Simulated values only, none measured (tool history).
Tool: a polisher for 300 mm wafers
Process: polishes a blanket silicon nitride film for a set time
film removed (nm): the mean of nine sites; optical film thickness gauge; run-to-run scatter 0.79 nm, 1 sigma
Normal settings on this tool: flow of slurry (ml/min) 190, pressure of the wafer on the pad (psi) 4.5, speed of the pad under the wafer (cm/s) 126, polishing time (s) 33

| run | hour | flow of slurry (ml/min) | pressure of the wafer on the pad (psi) | speed of the pad under the wafer (cm/s) | polishing time (s) | wafers since the last listed run | wafers polished on this pad | hours since the slurry nozzle was cleaned | hours since the head pressure was calibrated | incoming thickness of the incoming film, nm | film removed (nm) |
|---|---|---|---|---|---|---|---|---|---|---|---|
| 1 | 0.0 | 225 | 4.5 | 126 | 33 | 0 | 1232 | 359.8 | 406.8 | 497.9 | 77.9 |
| 2 | 32.4 | 225 | 4.5 | 126 | 33 | 393 | 1626 | 392.2 | 439.2 | 500.0 | 77.6 |
|  | 36.9 | slurry nozzle cleaned |
|  | 51.8 | worn pad replaced by a new one |
| 3 | 52.3 | 225 | 4.5 | 126 | 33 | 181 | 5 | 15.4 | 459.1 | 494.9 | 82.1 |
| 4 | 66.6 | 190 | 4.5 | 126 | 33 | 173 | 179 | 29.7 | 473.4 | 500.4 | 79.7 |
| 5 | 95.2 | 190 | 4.5 | 126 | 33 | 347 | 527 | 58.3 | 502.0 | 493.9 | 78.0 |
| 6 | 126.1 | 190 | 4.5 | 126 | 33 | 375 | 903 | 89.2 | 532.9 | 495.1 | 78.1 |
| 7 | 152.7 | 210 | 4.5 | 126 | 33 | 323 | 1226 | 115.8 | 559.5 | 497.7 | 78.6 |
| 8 | 173.4 | 210 | 4.5 | 126 | 33 | 251 | 1478 | 136.5 | 580.2 | 510.4 | 79.7 |
|  | 204.7 | worn pad replaced by a new one |
| 9 | 205.2 | 210 | 4.5 | 126 | 33 | 338 | 6 | 168.3 | 612.0 | 504.2 | 77.6 |
| 10 | 239.1 | 190 | 4.5 | 126 | 33 | 412 | 418 | 202.2 | 645.9 | 489.3 | 76.8 |
| 11 | 270.1 | 190 | 4.5 | 126 | 33 | 376 | 795 | 233.2 | 676.9 | 497.4 | 75.5 |
| 12 | 290.2 | 190 | 4.5 | 126 | 33 | 244 | 1039 | 253.3 | 697.0 | 495.6 | 76.8 |
|  | 337.7 | head pressure recalibrated |
|  | 358.5 | worn pad replaced by a new one |
| 13 | 391.9 | 190 | 4.5 | 126 | 30 | 1163 | 406 | 355.0 | 54.2 | 496.2 | 68.5 |
|  | 397.4 | slurry nozzle cleaned |
| 14 | 406.5 | 190 | 4.5 | 126 | 33 | 165 | 571 | 9.1 | 68.8 | 509.8 | 69.3 |
| 15 | 438.2 | 190 | 4.5 | 166 | 33 | 385 | 957 | 40.8 | 100.5 | 494.0 | 85.7 |
| 16 | 456.7 | 170 | 3.0 | 156 | 33 | 224 | 1182 | 59.3 | 119.0 | 498.5 | 51.5 |
| 17 | 469.4 | 210 | 5.0 | 92 | 33 | 154 | 1336 | 72.0 | 131.7 | 490.4 | 59.7 |
| 18 | 487.7 | 190 | 6.0 | 126 | 33 | 222 | 1559 | 90.3 | 150.0 | 493.6 | 89.1 |
|  | 494.5 | slurry nozzle cleaned, repeated, since the last time left the tool worse |
|  | 506.3 | worn pad replaced by a new one |
| 19 | 519.0 | 140 | 5.8 | 126 | 43 | 319 | 154 | 24.5 | 181.3 | 508.0 | 123.3 |
| 20 | 531.4 | 215 | 4.5 | 126 | 33 | 150 | 305 | 36.9 | 193.7 | 504.5 | 77.8 |
| 21 | 566.4 | 190 | 3.8 | 126 | 33 | 425 | 730 | 71.9 | 228.7 | 491.2 | 65.7 |
| 22 | 597.3 | 190 | 4.5 | 126 | 33 | 375 | 1106 | 102.8 | 259.6 | 501.1 | 78.6 |
| 23 | 609.5 | 190 | 4.5 | 126 | 33 | 148 | 1254 | 115.0 | 271.8 | 499.0 | 76.9 |
|  | 633.7 | worn pad replaced by a new one |
| 24 | 634.8 | 190 | 4.5 | 146 | 33 | 258 | 13 | 140.3 | 297.1 | 502.7 | 86.0 |
| 25 | 648.2 | 190 | 5.0 | 86 | 33 | 162 | 176 | 153.7 | 310.5 | 502.2 | 62.6 |
| 26 | 676.9 | 190 | 5.6 | 126 | 44 | 348 | 525 | 182.4 | 339.2 | 497.0 | 125.9 |
| 27 | 703.7 | 135 | 4.5 | 126 | 33 | 325 | 851 | 209.2 | 366.0 | 493.7 | 71.5 |

Branching from run 27: 5 alternative next runs. What would each branch give?
| A | 704.1 | 190 | 4.5 | 126 | 33 | 4 | 855 | 209.6 | 366.4 | 491.1 | ? |
| B | 704.1 | 255 | 4.5 | 166 | 43 | 4 | 855 | 209.6 | 366.4 | 491.1 | ? |
| C | 704.1 | 190 | 5.5 | 126 | 33 | 4 | 855 | 209.6 | 366.4 | 491.1 | ? |
| D | 704.1 | 190 | 3.5 | 126 | 41 | 4 | 855 | 209.6 | 366.4 | 491.1 | ? |
| E | 704.1 | 190 | 5.7 | 126 | 33 | 4 | 855 | 209.6 | 366.4 | 491.1 | ? |

| run | film removed (nm) |
|---|---|
| A | 76.0 |
| B | 129.0 |
| C | 92.9 |
| D | 73.4 |
| E | 96.2 |
Stripped of hidden state, with their random variation kept, the same runs would have yielded:
| run | film removed (nm) |
|---|---|
| A | 78.0 |
| B | 131.6 |
| C | 95.4 |
| D | 75.4 |
| E | 98.8 |
